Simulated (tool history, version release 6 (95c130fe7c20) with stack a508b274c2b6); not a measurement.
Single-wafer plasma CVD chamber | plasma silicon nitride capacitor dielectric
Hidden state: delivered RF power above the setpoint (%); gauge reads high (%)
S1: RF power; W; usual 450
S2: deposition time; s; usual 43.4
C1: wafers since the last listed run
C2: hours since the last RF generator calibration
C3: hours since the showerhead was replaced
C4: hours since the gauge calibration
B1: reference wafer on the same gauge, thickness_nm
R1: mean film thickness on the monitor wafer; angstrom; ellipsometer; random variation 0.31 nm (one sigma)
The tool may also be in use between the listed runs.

run,day,S1,S2,C1,C2,C3,C4,B1,R1
1,0.000,520,43.4,0,1348.1,5451.4,689.1,73.758,715.39
2,4.479,520,43.4,2829,1455.6,5558.9,796.6,73.729,711.08
3,6.729,520,43.4,1421,1509.6,5612.9,850.6,73.796,718.01
4,10.692,520,37.8,2503,1604.7,5708.0,945.7,73.793,621.44
5,12.233,520,37.8,973,1641.7,5745.0,982.7,73.654,623.38
6,15.808,450,43.4,2258,1727.5,5830.8,1068.5,73.927,685.75
7,20.150,450,43.4,2742,1831.7,5935.0,1172.7,73.602,685.43
8,24.538,450,43.4,2771,1937.0,6040.3,1278.0,73.643,684.99
9,26.050,450,43.4,955,1973.3,6076.6,1314.3,73.521,690.12
10,29.104,450,47.4,1929,2046.6,6149.9,1387.6,73.722,741.72
11,30.750,450,43.4,1039,2086.1,6189.4,1427.1,73.726,682.43
# day 31.696: gauge calibrated
12,32.288,450,43.4,971,2123.0,6226.3,14.2,73.727,690.95
# day 33.979: RF generator calibrated
13,36.571,420,43.4,2495,62.2,6329.1,117.0,73.584,678.58
# day 37.671: showerhead replaced
14,40.862,420,48.5,2500,165.2,76.6,220.0,73.738,752.50
15,45.104,525,48.7,2679,267.0,178.4,321.8,73.683,809.64
16,48.133,450,43.4,1913,339.7,251.1,394.5,73.686,686.97
17,50.796,450,40.9,1682,403.6,315.0,458.4,73.793,646.47
18,53.129,425,38.4,1474,459.6,371.0,514.4,73.641,602.31
19,55.750,375,49.6,1655,522.5,433.9,577.3,73.515,745.57
20,59.146,535,38.9,2145,604.0,515.4,658.8,73.711,649.75
21,62.938,535,46.4,2395,695.0,606.4,749.8,73.719,766.99
22,65.121,535,38.0,1379,747.4,658.8,802.2,73.630,634.27
23,68.971,450,49.9,2432,839.8,751.2,894.6,73.927,787.07
24,71.150,420,43.4,1376,892.1,803.5,946.9,73.696,677.20
25,75.508,490,38.5,2753,996.7,908.1,1051.5,73.742,625.48

3 ways to go on from here, each from the tool as it stands after run 25. What would each give?
A,75.525,450,43.4,10,997.1,908.5,1051.9,?,?
B,75.525,500,35.2,10,997.1,908.5,1051.9,?,?
C,75.525,395,50.3,10,997.1,908.5,1051.9,?,?

run,B1,R1
A,73.755,686.16
B,73.755,572.71
C,73.755,767.82
Without the tool's hidden state the same runs would have given:
run,R1
A,686.16
B,572.71
C,767.82
